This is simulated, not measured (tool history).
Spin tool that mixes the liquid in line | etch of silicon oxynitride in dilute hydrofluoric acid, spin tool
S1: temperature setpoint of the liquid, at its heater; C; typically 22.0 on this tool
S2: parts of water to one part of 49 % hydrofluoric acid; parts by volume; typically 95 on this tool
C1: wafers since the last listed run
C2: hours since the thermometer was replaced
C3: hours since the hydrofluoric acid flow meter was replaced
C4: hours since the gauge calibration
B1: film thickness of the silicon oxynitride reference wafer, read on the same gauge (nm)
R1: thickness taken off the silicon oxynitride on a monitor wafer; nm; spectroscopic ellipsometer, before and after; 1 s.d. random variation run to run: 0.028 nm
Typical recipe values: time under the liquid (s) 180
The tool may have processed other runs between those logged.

run 1 day=0.000 | S1=22.0 S2=65 time_under_the_liquid_(s)=180 | C1=0 C2=994.0 C3=1066.6 C4=568.6 | B1=60.007 | R1=4.441
run 2 day=2.312 | S1=22.0 S2=65 time_under_the_liquid_(s)=180 | C1=522 C2=1049.5 C3=1122.1 C4=624.1 | B1=60.007 | R1=4.473
run 3 day=5.125 | S1=22.0 S2=95 time_under_the_liquid_(s)=180 | C1=635 C2=1117.0 C3=1189.6 C4=691.6 | B1=59.986 | R1=2.956
run 4 day=6.254 | S1=22.0 S2=95 time_under_the_liquid_(s)=155 | C1=254 C2=1144.1 C3=1216.7 C4=718.7 | B1=59.998 | R1=2.554
run 5 day=8.054 | S1=22.0 S2=95 time_under_the_liquid_(s)=155 | C1=406 C2=1187.3 C3=1259.9 C4=761.9 | B1=59.990 | R1=2.554
run 6 day=9.367 | S1=22.0 S2=95 time_under_the_liquid_(s)=155 | C1=296 C2=1218.8 C3=1291.4 C4=793.4 | B1=60.004 | R1=2.561
run 7 day=16.071 | S1=22.0 S2=95 time_under_the_liquid_(s)=180 | C1=1513 C2=1379.7 C3=1452.3 C4=954.3 | B1=59.991 | R1=2.936
run 8 day=18.308 | S1=22.0 S2=95 time_under_the_liquid_(s)=180 | C1=505 C2=1433.4 C3=1506.0 C4=1008.0 | B1=60.007 | R1=2.922
run 9 day=19.692 | S1=22.0 S2=95 time_under_the_liquid_(s)=180 | C1=312 C2=1466.6 C3=1539.2 C4=1041.2 | B1=59.990 | R1=2.922
-- day=20.412 hydrofluoric acid flow meter replaced
run 10 day=21.171 | S1=22.0 S2=95 time_under_the_liquid_(s)=180 | C1=324 C2=1502.1 C3=18.2 C4=1076.7 | B1=60.006 | R1=2.784
-- day=21.362 gauge calibrated
run 11 day=24.112 | S1=22.0 S2=95 time_under_the_liquid_(s)=180 | C1=664 C2=1572.7 C3=88.8 C4=66.0 | B1=59.975 | R1=2.753
-- day=24.271 thermometer replaced
run 12 day=25.933 | S1=22.0 S2=95 time_under_the_liquid_(s)=180 | C1=401 C2=39.9 C3=132.5 C4=109.7 | B1=59.997 | R1=2.778
run 13 day=27.971 | S1=22.0 S2=95 time_under_the_liquid_(s)=180 | C1=460 C2=88.8 C3=181.4 C4=158.6 | B1=60.004 | R1=2.809
run 14 day=29.575 | S1=22.0 S2=60 time_under_the_liquid_(s)=180 | C1=362 C2=127.3 C3=219.9 C4=197.1 | B1=60.001 | R1=4.583
-- day=30.092 hydrofluoric acid flow meter replaced, repeated, since the last time left the tool worse
run 15 day=30.675 | S1=18.5 S2=55 time_under_the_liquid_(s)=180 | C1=238 C2=153.7 C3=14.0 C4=223.5 | B1=60.021 | R1=4.612
run 16 day=32.217 | S1=22.0 S2=95 time_under_the_liquid_(s)=180 | C1=348 C2=190.7 C3=51.0 C4=260.5 | B1=60.000 | R1=3.121
run 17 day=34.100 | S1=19.5 S2=45 time_under_the_liquid_(s)=180 | C1=425 C2=235.9 C3=96.2 C4=305.7 | B1=60.013 | R1=5.925
run 18 day=36.733 | S1=17.5 S2=65 time_under_the_liquid_(s)=135 | C1=594 C2=299.1 C3=159.4 C4=368.9 | B1=60.019 | R1=2.747
run 19 day=38.792 | S1=22.0 S2=115 time_under_the_liquid_(s)=180 | C1=464 C2=348.5 C3=208.8 C4=418.3 | B1=59.983 | R1=2.508
run 20 day=40.750 | S1=25.0 S2=95 time_under_the_liquid_(s)=100 | C1=442 C2=395.5 C3=255.8 C4=465.3 | B1=60.011 | R1=1.952

The next listed run, before its measurement:
run 21 day=43.596 | S1=22.0 S2=95 time_under_the_liquid_(s)=140 | C1=642 C2=463.8 C3=324.1 C4=533.6 | B1=? | R1=?

{"run 21": {"B1": 60.011, "R1": 2.39}}
Minus the tool's unlogged condition, the same run would have read R1 2.419 nm.
